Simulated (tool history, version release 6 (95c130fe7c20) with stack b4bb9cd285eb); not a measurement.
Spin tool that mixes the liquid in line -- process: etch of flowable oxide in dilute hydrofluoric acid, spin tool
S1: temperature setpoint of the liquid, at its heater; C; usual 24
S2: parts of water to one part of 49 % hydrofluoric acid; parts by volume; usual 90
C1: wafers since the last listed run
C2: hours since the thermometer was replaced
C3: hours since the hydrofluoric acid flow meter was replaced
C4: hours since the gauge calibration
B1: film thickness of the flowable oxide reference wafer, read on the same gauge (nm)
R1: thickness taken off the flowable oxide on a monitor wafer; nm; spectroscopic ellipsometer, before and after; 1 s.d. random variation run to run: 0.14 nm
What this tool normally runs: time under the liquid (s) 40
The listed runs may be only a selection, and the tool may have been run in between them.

run 1 hour=0 | S1=24 S2=90 time_under_the_liquid_(s)=40 | C1=0 C2=1772.2 C3=473.5 C4=122.8 | B1=149.97 | R1=20.22
run 2 hour=6.4 | S1=22 S2=60 time_under_the_liquid_(s)=40 | C1=50 C2=1778.6 C3=479.9 C4=129.2 | B1=150 | R1=28.71
run 3 hour=19.9 | S1=22 S2=60 time_under_the_liquid_(s)=40 | C1=106 C2=1792.1 C3=493.4 C4=142.7 | B1=149.98 | R1=28.49
run 4 hour=36.6 | S1=22 S2=60 time_under_the_liquid_(s)=40 | C1=131 C2=1808.8 C3=510.1 C4=159.4 | B1=150.03 | R1=28.54
run 5 hour=50.4 | S1=24 S2=90 time_under_the_liquid_(s)=40 | C1=108 C2=1822.6 C3=523.9 C4=173.2 | B1=149.96 | R1=19.87
run 6 hour=59.3 | S1=24 S2=90 time_under_the_liquid_(s)=40 | C1=70 C2=1831.5 C3=532.8 C4=182.1 | B1=149.96 | R1=19.94
run 7 hour=68.9 | S1=24 S2=90 time_under_the_liquid_(s)=40 | C1=75 C2=1841.1 C3=542.4 C4=191.7 | B1=149.99 | R1=20.06
run 8 hour=113.2 | S1=24 S2=90 time_under_the_liquid_(s)=40 | C1=349 C2=1885.4 C3=586.7 C4=236 | B1=150.01 | R1=19.89
run 9 hour=127.7 | S1=24 S2=90 time_under_the_liquid_(s)=40 | C1=114 C2=1899.9 C3=601.2 C4=250.5 | B1=149.97 | R1=19.85
-- hour=135.6 thermometer replaced
run 10 hour=138.7 | S1=24 S2=90 time_under_the_liquid_(s)=40 | C1=78 C2=3.1 C3=612.2 C4=261.5 | B1=150.03 | R1=21.77
run 11 hour=156.5 | S1=24 S2=90 time_under_the_liquid_(s)=40 | C1=140 C2=20.9 C3=630 C4=279.3 | B1=150.03 | R1=22.01
run 12 hour=168.7 | S1=24 S2=90 time_under_the_liquid_(s)=40 | C1=96 C2=33.1 C3=642.2 C4=291.5 | B1=150 | R1=21.66
run 13 hour=215.6 | S1=24 S2=90 time_under_the_liquid_(s)=40 | C1=369 C2=80 C3=689.1 C4=338.4 | B1=150.02 | R1=21.64
run 14 hour=225.1 | S1=21 S2=90 time_under_the_liquid_(s)=40 | C1=74 C2=89.5 C3=698.6 C4=347.9 | B1=149.99 | R1=19.28
run 15 hour=231.1 | S1=20.5 S2=50 time_under_the_liquid_(s)=20 | C1=47 C2=95.5 C3=704.6 C4=353.9 | B1=149.96 | R1=17.88
-- hour=245.2 hydrofluoric acid flow meter replaced
-- hour=246.1 gauge calibrated
run 16 hour=249.1 | S1=24 S2=90 time_under_the_liquid_(s)=40 | C1=133 C2=113.5 C3=3.9 C4=3 | B1=149.99 | R1=21.72
run 17 hour=257.7 | S1=21 S2=90 time_under_the_liquid_(s)=40 | C1=67 C2=122.1 C3=12.5 C4=11.6 | B1=150.04 | R1=19.15
run 18 hour=271 | S1=24 S2=125 time_under_the_liquid_(s)=25 | C1=104 C2=135.4 C3=25.8 C4=24.9 | B1=150.01 | R1=9.35
run 19 hour=283.1 | S1=24 S2=90 time_under_the_liquid_(s)=40 | C1=95 C2=147.5 C3=37.9 C4=37 | B1=150.03 | R1=21.76
run 20 hour=329.2 | S1=19.5 S2=65 time_under_the_liquid_(s)=30 | C1=363 C2=193.6 C3=84 C4=83.1 | B1=150.01 | R1=19.28
run 21 hour=339 | S1=24 S2=90 time_under_the_liquid_(s)=40 | C1=77 C2=203.4 C3=93.8 C4=92.9 | B1=150.01 | R1=21.77
run 22 hour=346.2 | S1=24 S2=90 time_under_the_liquid_(s)=20 | C1=56 C2=210.6 C3=101 C4=100.1 | B1=150.01 | R1=10.74
run 23 hour=356.3 | S1=25.5 S2=90 time_under_the_liquid_(s)=35 | C1=79 C2=220.7 C3=111.1 C4=110.2 | B1=150 | R1=19.93
run 24 hour=388.9 | S1=19.5 S2=125 time_under_the_liquid_(s)=40 | C1=256 C2=253.3 C3=143.7 C4=142.8 | B1=150.06 | R1=12.48
run 25 hour=401.2 | S1=24 S2=70 time_under_the_liquid_(s)=40 | C1=96 C2=265.6 C3=156 C4=155.1 | B1=149.99 | R1=28.46
run 26 hour=409.9 | S1=24 S2=90 time_under_the_liquid_(s)=40 | C1=68 C2=274.3 C3=164.7 C4=163.8 | B1=149.99 | R1=21.62
run 27 hour=419.1 | S1=21 S2=105 time_under_the_liquid_(s)=40 | C1=72 C2=283.5 C3=173.9 C4=173 | B1=150.02 | R1=15.88
run 28 hour=425.5 | S1=27.5 S2=90 time_under_the_liquid_(s)=60 | C1=50 C2=289.9 C3=180.3 C4=179.4 | B1=150.02 | R1=37.44
run 29 hour=439.3 | S1=20.5 S2=50 time_under_the_liquid_(s)=20 | C1=108 C2=303.7 C3=194.1 C4=193.2 | B1=149.98 | R1=17.66
run 30 hour=448.8 | S1=27 S2=125 time_under_the_liquid_(s)=65 | C1=74 C2=313.2 C3=203.6 C4=202.7 | B1=150.01 | R1=26.74
run 31 hour=463 | S1=24 S2=90 time_under_the_liquid_(s)=40 | C1=111 C2=327.4 C3=217.8 C4=216.9 | B1=150 | R1=21.67
run 32 hour=471 | S1=24 S2=130 time_under_the_liquid_(s)=25 | C1=63 C2=335.4 C3=225.8 C4=224.9 | B1=149.99 | R1=8.93
run 33 hour=483.5 | S1=28.5 S2=90 time_under_the_liquid_(s)=40 | C1=98 C2=347.9 C3=238.3 C4=237.4 | B1=150.01 | R1=25.54
run 34 hour=491.5 | S1=24 S2=90 time_under_the_liquid_(s)=40 | C1=63 C2=355.9 C3=246.3 C4=245.4 | B1=150 | R1=21.42
run 35 hour=499.9 | S1=28.5 S2=105 time_under_the_liquid_(s)=40 | C1=66 C2=364.3 C3=254.7 C4=253.8 | B1=150.04 | R1=21.59

Some steps in R1, run to run, broken into two amounts with sign: the step expected even without the hidden condition (settings, incoming material, random variation), and the rest, left for the hidden condition together with whatever gauge scatter is not in both the measured and the hidden-condition-free result:
Unlogged tool condition in this case: liquid colder than its thermometer reads (K); hydrofluoric acid flow below the setpoint (%); gauge reads high (%).
Run 1 -> 2: S1 24 -> 22, S2 90 -> 60. R1 +8.49 nm: hidden state -0.96, all else +9.45.
Run 4 -> 5: S1 22 -> 24, S2 60 -> 90. R1 -8.67 nm: hidden state +0.96, all else -9.63.
Run 9 -> 10: thermometer replaced. R1 +1.92 nm: hidden state +1.99, all else -0.07.
Run 27 -> 28: S1 21 -> 27.5, S2 105 -> 90, time under the liquid (s) 40 -> 60. R1 +21.56 nm: hidden state -0.39, all else +21.95.
Run 28 -> 29: S1 27.5 -> 20.5, S2 90 -> 50, time under the liquid (s) 60 -> 20. R1 -19.78 nm: hidden state +0.32, all else -20.1.
Run 32 -> 33: S1 24 -> 28.5, S2 130 -> 90, time under the liquid (s) 25 -> 40. R1 +16.61 nm: hidden state -0.37, all else +16.98.
